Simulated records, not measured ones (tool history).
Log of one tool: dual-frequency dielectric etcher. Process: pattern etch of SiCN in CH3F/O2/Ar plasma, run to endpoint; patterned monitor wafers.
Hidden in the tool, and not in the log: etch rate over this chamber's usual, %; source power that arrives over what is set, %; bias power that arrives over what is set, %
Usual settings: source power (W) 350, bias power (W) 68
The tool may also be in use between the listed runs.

| run | hour | source power (W) | bias power (W) | wafers since the last listed run | hours since the last wet clean | hours since the last source power generator calibration | hours since the last bias power generator calibration | hours since the last upper electrode change | incoming incoming film thickness, nm | endpoint time (s) |
|---|---|---|---|---|---|---|---|---|---|---|
| 1 | 0.0 | 310 | 68 | 0 | 8.5 | 2893.6 | 3126.6 | 2041.9 | 10.03 | 31.3 |
| 2 | 74.4 | 310 | 68 | 1467 | 82.9 | 2968.0 | 3201.0 | 2116.3 | 9.90 | 30.8 |
| 3 | 133.3 | 350 | 68 | 1161 | 141.8 | 3026.9 | 3259.9 | 2175.2 | 10.02 | 30.1 |
| 4 | 240.2 | 350 | 68 | 2107 | 248.7 | 3133.8 | 3366.8 | 2282.1 | 10.03 | 30.5 |
| 5 | 297.8 | 350 | 60 | 1135 | 306.3 | 3191.4 | 3424.4 | 2339.7 | 9.98 | 32.5 |
|  | 392.4 | upper electrode replaced |
|  | 405.3 | wet clean of the chamber |
| 6 | 405.8 | 380 | 62 | 1402 | 0.5 | 3299.4 | 3532.4 | 13.4 | 9.91 | 31.2 |
| 7 | 488.0 | 380 | 62 | 1620 | 82.7 | 3381.6 | 3614.6 | 95.6 | 10.00 | 31.9 |
|  | 540.4 | source power generator calibrated |
| 8 | 583.4 | 410 | 61 | 1802 | 178.1 | 43.0 | 3710.0 | 191.0 | 10.00 | 31.6 |
| 9 | 645.9 | 400 | 56 | 1232 | 240.6 | 105.5 | 3772.5 | 253.5 | 9.97 | 33.3 |
|  | 690.7 | wet clean of the chamber, repeated, since the last time left the tool worse |
| 10 | 716.9 | 410 | 78 | 926 | 26.2 | 176.5 | 3843.5 | 324.5 | 10.05 | 26.2 |
|  | 777.3 | bias power generator calibrated |
| 11 | 783.0 | 380 | 55 | 1224 | 92.3 | 242.6 | 5.7 | 390.6 | 9.93 | 32.1 |
| 12 | 823.7 | 350 | 68 | 802 | 133.0 | 283.3 | 46.4 | 431.3 | 10.02 | 29.8 |
| 13 | 887.1 | 440 | 58 | 1250 | 196.4 | 346.7 | 109.8 | 494.7 | 9.86 | 29.4 |
| 14 | 961.3 | 350 | 68 | 1463 | 270.6 | 420.9 | 184.0 | 568.9 | 10.03 | 30.4 |
| 15 | 1064.6 | 380 | 52 | 2036 | 373.9 | 524.2 | 287.3 | 672.2 | 10.01 | 34.0 |
|  | 1180.3 | wet clean of the chamber |
| 16 | 1180.8 | 350 | 60 | 1817 | 0.5 | 640.4 | 403.5 | 788.4 | 10.03 | 31.7 |

Forecast each of these 3 alternatives for the next run:
| A | 1181.2 | 390 | 68 | 7 | 0.9 | 640.8 | 403.9 | 788.8 | 10.08 | ? |
| B | 1181.2 | 350 | 84 | 7 | 0.9 | 640.8 | 403.9 | 788.8 | 10.08 | ? |
| C | 1181.2 | 350 | 62 | 7 | 0.9 | 640.8 | 403.9 | 788.8 | 10.08 | ? |

| run | endpoint time (s) |
|---|---|
| A | 29.0 |
| B | 27.0 |
| C | 31.5 |
Without the tool's hidden state the same runs would have given:
| run | endpoint time (s) |
|---|---|
| A | 29.0 |
| B | 27.0 |
| C | 31.5 |

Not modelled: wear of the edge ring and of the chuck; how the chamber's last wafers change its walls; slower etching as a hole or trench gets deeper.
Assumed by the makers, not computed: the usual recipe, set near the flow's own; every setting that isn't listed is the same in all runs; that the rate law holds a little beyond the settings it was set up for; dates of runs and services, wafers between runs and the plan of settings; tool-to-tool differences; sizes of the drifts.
